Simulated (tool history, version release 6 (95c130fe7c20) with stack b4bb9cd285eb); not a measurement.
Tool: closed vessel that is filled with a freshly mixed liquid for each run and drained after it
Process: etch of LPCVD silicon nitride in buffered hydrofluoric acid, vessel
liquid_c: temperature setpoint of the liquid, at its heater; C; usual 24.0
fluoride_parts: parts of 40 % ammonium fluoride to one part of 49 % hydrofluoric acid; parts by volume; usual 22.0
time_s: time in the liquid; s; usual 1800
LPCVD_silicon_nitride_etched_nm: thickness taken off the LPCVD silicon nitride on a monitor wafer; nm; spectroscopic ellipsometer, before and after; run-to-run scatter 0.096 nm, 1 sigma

| run | hour | liquid_c | fluoride_parts | time_s | read-back film thickness of the LPCVD silicon nitride reference wafer, read on the same gauge (nm) | LPCVD_silicon_nitride_etched_nm |
|---|---|---|---|---|---|---|
| 1 | 0.0 | 24.0 | 25.5 | 1800 | 109.98 | 10.73 |
| 2 | 106.8 | 24.0 | 25.5 | 1800 | 109.98 | 10.57 |
| 3 | 186.1 | 24.0 | 26.0 | 1245 | 110.06 | 7.20 |
|  | 224.4 | gauge calibrated |
|  | 257.8 | hydrofluoric acid flow meter replaced |
| 4 | 278.0 | 24.0 | 26.0 | 1245 | 110.00 | 7.19 |
| 5 | 323.8 | 24.0 | 22.0 | 1800 | 110.00 | 11.72 |
| 6 | 362.9 | 24.0 | 22.0 | 1800 | 110.03 | 11.64 |
| 7 | 423.3 | 24.0 | 22.0 | 1800 | 110.00 | 11.88 |
| 8 | 476.6 | 24.0 | 22.0 | 1800 | 110.03 | 11.62 |
| 9 | 555.0 | 24.0 | 22.0 | 1800 | 109.97 | 11.72 |
| 10 | 596.6 | 24.0 | 22.0 | 2290 | 109.99 | 14.81 |
|  | 693.6 | thermometer replaced |
| 11 | 702.7 | 24.0 | 22.0 | 2290 | 110.00 | 14.88 |
| 12 | 774.8 | 25.0 | 22.0 | 1800 | 110.03 | 12.36 |
| 13 | 837.2 | 26.5 | 16.0 | 2230 | 109.98 | 22.18 |
| 14 | 924.4 | 22.0 | 16.5 | 950 | 110.03 | 7.15 |
| 15 | 1001.8 | 24.0 | 22.0 | 2215 | 110.00 | 14.33 |
| 16 | 1049.5 | 19.0 | 19.5 | 2865 | 109.98 | 15.33 |
| 17 | 1155.4 | 24.0 | 25.0 | 1040 | 110.03 | 6.30 |
|  | 1229.9 | hydrofluoric acid flow meter replaced |
| 18 | 1236.5 | 24.0 | 30.0 | 2790 | 110.04 | 14.58 |
| 19 | 1310.3 | 22.0 | 26.5 | 2505 | 109.98 | 12.88 |
| 20 | 1389.3 | 24.0 | 22.0 | 1800 | 110.02 | 11.70 |
| 21 | 1454.6 | 28.5 | 28.0 | 1215 | 110.01 | 8.56 |
|  | 1483.3 | thermometer replaced |
| 22 | 1502.4 | 19.0 | 28.0 | 1800 | 110.01 | 7.52 |
| 23 | 1600.2 | 24.0 | 25.5 | 1800 | 109.98 | 10.67 |
| 24 | 1679.5 | 24.0 | 22.0 | 1800 | 110.02 | 11.93 |
| 25 | 1767.8 | 21.5 | 29.0 | 830 | 110.05 | 3.88 |
| 26 | 1844.1 | 19.0 | 22.0 | 1800 | 110.05 | 8.96 |
| 27 | 1885.2 | 26.5 | 22.0 | 1800 | 109.99 | 13.41 |
| 28 | 1938.5 | 27.5 | 26.5 | 1800 | 110.01 | 12.39 |
| 29 | 1981.0 | 24.0 | 19.5 | 2870 | 110.04 | 20.30 |
| 30 | 2072.9 | 22.5 | 22.0 | 2485 | 110.01 | 14.79 |
| 31 | 2145.3 | 28.0 | 17.5 | 2655 | 110.02 | 26.58 |
|  | 2165.2 | hydrofluoric acid flow meter replaced |
| 32 | 2234.2 | 24.0 | 15.0 | 1365 | 109.96 | 12.64 |
| 33 | 2320.1 | 27.5 | 25.0 | 1800 | 109.99 | 12.99 |

What was the tool's hidden state at every run in the log?
liquid colder than its thermometer reads (K): 0 across all the runs
hydrofluoric acid flow above the setpoint (%): 0 across all the runs
gauge reads high (%): 0 across all the runs
